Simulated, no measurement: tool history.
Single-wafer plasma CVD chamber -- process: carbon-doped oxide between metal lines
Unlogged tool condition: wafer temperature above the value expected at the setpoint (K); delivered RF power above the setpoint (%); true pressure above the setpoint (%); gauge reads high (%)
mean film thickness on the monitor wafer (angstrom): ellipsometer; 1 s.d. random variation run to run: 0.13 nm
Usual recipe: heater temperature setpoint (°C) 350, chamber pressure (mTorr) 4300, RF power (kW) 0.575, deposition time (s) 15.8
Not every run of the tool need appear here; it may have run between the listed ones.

| run | day | heater temperature setpoint (°C) | chamber pressure (mTorr) | RF power (kW) | deposition time (s) | wafers since the last listed run | hours since the last thermocouple change | hours since the last RF generator calibration | hours since the last manometer calibration | hours since the showerhead was replaced | hours since the gauge calibration | read-back reference wafer on the same gauge, thickness_nm | mean film thickness on the monitor wafer (angstrom) |
|---|---|---|---|---|---|---|---|---|---|---|---|---|---|
| 1 | 0.000 | 350 | 4300 | 0.575 | 15.8 | 0 | 1520.4 | 1384.8 | 1012.9 | 6285.8 | 90.2 | 82.487 | 833.35 |
| 2 | 0.283 | 350 | 4300 | 0.575 | 15.8 | 200 | 1527.2 | 1391.6 | 1019.7 | 6292.6 | 97.0 | 82.515 | 834.82 |
| 3 | 0.925 | 350 | 4300 | 0.575 | 15.8 | 453 | 1542.6 | 1407.0 | 1035.1 | 6308.0 | 112.4 | 82.508 | 832.46 |
| 4 | 2.883 | 350 | 4300 | 0.575 | 15.8 | 1382 | 1589.6 | 1454.0 | 1082.1 | 6355.0 | 159.4 | 82.493 | 832.05 |
| 5 | 3.542 | 350 | 4300 | 0.575 | 15.8 | 464 | 1605.4 | 1469.8 | 1097.9 | 6370.8 | 175.2 | 82.509 | 829.15 |
| 6 | 4.142 | 350 | 4300 | 0.575 | 15.8 | 423 | 1619.8 | 1484.2 | 1112.3 | 6385.2 | 189.6 | 82.498 | 829.66 |
| 7 | 4.575 | 350 | 4300 | 0.575 | 15.8 | 306 | 1630.2 | 1494.6 | 1122.7 | 6395.6 | 200.0 | 82.512 | 830.82 |
|  | 5.067 | RF generator calibrated |
|  | 5.138 | capacitance manometer re-zeroed and calibrated |
| 8 | 5.158 | 350 | 4300 | 0.575 | 15.8 | 126 | 1644.2 | 2.2 | 0.5 | 6409.6 | 214.0 | 82.487 | 869.47 |
|  | 5.554 | thermocouple changed; heater temperature recalibrated |
| 9 | 5.575 | 350 | 4300 | 0.575 | 15.8 | 58 | 0.5 | 12.2 | 10.5 | 6419.6 | 224.0 | 82.534 | 866.40 |
|  | 6.012 | showerhead replaced |
| 10 | 6.033 | 338 | 4660 | 0.685 | 16.8 | 88 | 11.5 | 23.2 | 21.5 | 0.5 | 235.0 | 82.497 | 1065.12 |
| 11 | 6.392 | 350 | 4300 | 0.500 | 13.8 | 253 | 20.1 | 31.8 | 30.1 | 9.1 | 243.6 | 82.486 | 706.03 |
| 12 | 6.692 | 350 | 4300 | 0.575 | 15.8 | 211 | 27.3 | 39.0 | 37.3 | 16.3 | 250.8 | 82.499 | 870.07 |
| 13 | 7.204 | 350 | 3980 | 0.575 | 17.8 | 361 | 39.6 | 51.3 | 49.6 | 28.6 | 263.1 | 82.491 | 969.42 |
|  | 7.358 | gauge calibrated |
| 14 | 7.646 | 350 | 4700 | 0.575 | 15.8 | 311 | 50.2 | 61.9 | 60.2 | 39.2 | 6.9 | 82.507 | 879.16 |
| 15 | 8.271 | 350 | 4300 | 0.575 | 15.8 | 441 | 65.2 | 76.9 | 75.2 | 54.2 | 21.9 | 82.516 | 870.10 |
| 16 | 9.004 | 356 | 4300 | 0.485 | 17.9 | 517 | 82.8 | 94.5 | 92.8 | 71.8 | 39.5 | 82.497 | 881.69 |
| 17 | 9.512 | 350 | 5290 | 0.635 | 16.8 | 358 | 95.0 | 106.7 | 105.0 | 84.0 | 51.7 | 82.477 | 996.71 |
| 18 | 10.042 | 350 | 4860 | 0.575 | 15.8 | 373 | 107.7 | 119.4 | 117.7 | 96.7 | 64.4 | 82.478 | 882.27 |
| 19 | 10.621 | 350 | 3400 | 0.605 | 15.8 | 409 | 121.6 | 133.3 | 131.6 | 110.6 | 78.3 | 82.482 | 870.82 |

3 options for the next run, each taken on its own from the tool as it stands now. Forecast them:
| A | 10.638 | 350 | 4300 | 0.490 | 15.8 | 11 | 122.0 | 133.7 | 132.0 | 111.0 | 78.7 | ? | ? |
| B | 10.638 | 350 | 3890 | 0.645 | 14.4 | 11 | 122.0 | 133.7 | 132.0 | 111.0 | 78.7 | ? | ? |
| C | 10.638 | 350 | 4300 | 0.680 | 15.8 | 11 | 122.0 | 133.7 | 132.0 | 111.0 | 78.7 | ? | ? |

| run | read-back reference wafer on the same gauge, thickness_nm | mean film thickness on the monitor wafer (angstrom) |
|---|---|---|
| A | 82.548 | 800.19 |
| B | 82.548 | 832.93 |
| C | 82.548 | 949.28 |
Stripped of hidden state, with their random variation kept, the same runs would have yielded:
| run | mean film thickness on the monitor wafer (angstrom) |
|---|---|
| A | 800.71 |
| B | 833.46 |
| C | 949.86 |
